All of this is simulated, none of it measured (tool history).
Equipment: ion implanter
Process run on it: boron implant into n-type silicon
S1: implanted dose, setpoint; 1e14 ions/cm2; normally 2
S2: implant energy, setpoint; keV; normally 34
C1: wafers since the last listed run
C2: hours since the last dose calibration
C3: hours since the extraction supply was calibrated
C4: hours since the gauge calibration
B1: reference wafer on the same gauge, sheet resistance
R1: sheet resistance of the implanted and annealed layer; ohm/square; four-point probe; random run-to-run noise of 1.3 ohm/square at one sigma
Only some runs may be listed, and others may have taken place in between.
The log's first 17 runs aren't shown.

run	day	S1	S2	C1	C2	C3	C4	B1	R1
18	68.65	2	34	1112	323.8	316.3	656.8	552.48	462.19
19	70.946	1.62	42.5	1494	378.9	371.4	711.9	552.58	509.47
20	73.021	2.47	42.5	1350	428.7	421.2	761.7	552.22	388.97
21	76.358	1.6	39.5	2172	508.8	501.3	841.8	551.93	521.97
22	78.717	2	34	1535	565.4	557.9	898.4	551.75	460.76
23	81.083	1.4	25	1540	622.2	614.7	955.2	551.67	617.84
24	83.483	1.79	24	1562	679.8	672.3	1012.8	551.44	524.21
# day 84.458: Faraday cup replaced and dose calibrated
25	85.875	2.27	22.5	1340	34	729.7	1070.2	551	443.87
26	88.354	2.45	34	1613	93.5	789.2	1129.7	550.51	402.11
27	92.054	2.51	45.5	2408	182.3	878	1218.5	551.11	380.73
28	94.162	1.42	29	1372	232.9	928.6	1269.1	550	596.66
29	97.038	2.59	27	1871	301.9	997.6	1338.1	549.68	397.87
30	101.533	2	34	2926	409.8	1105.5	1446	549.33	461.79
31	104.717	2.48	24.5	2072	486.2	1181.9	1522.4	548.79	411.48
32	115.262	2	34	6865	739.3	1435	1775.5	547.46	457.8
# day 117.146: Faraday cup replaced and dose calibrated
33	117.558	2.25	28.5	1277	9.9	1490.1	1830.6	547.31	432.2
34	121.904	1.62	42.5	2829	114.2	1594.4	1934.9	545.71	507.28
35	123.662	1.54	30	1144	156.4	1636.6	1977.1	545.64	557.99
36	126.867	1.5	38	2085	233.3	1713.5	2054	545.05	542.75
37	129.517	1.61	27	1725	296.9	1777.1	2117.6	544.35	548
38	133.479	2	40.5	2579	392	1872.2	2212.7	543.66	443.56

Branching from run 38: 3 alternative next runs. What would each branch give?
A	133.496	2	29.5	10	392.4	1872.6	2213.1	?	?
B	133.496	2.49	34	10	392.4	1872.6	2213.1	?	?
C	133.496	1.47	38	10	392.4	1872.6	2213.1	?	?

run	B1	R1
A	544.15	464.04
B	544.15	392.59
C	544.15	546.29
Take away the tool's hidden state, keep each run's random variation, and the runs would have read:
run	R1
A	472.64
B	399.86
C	556.41
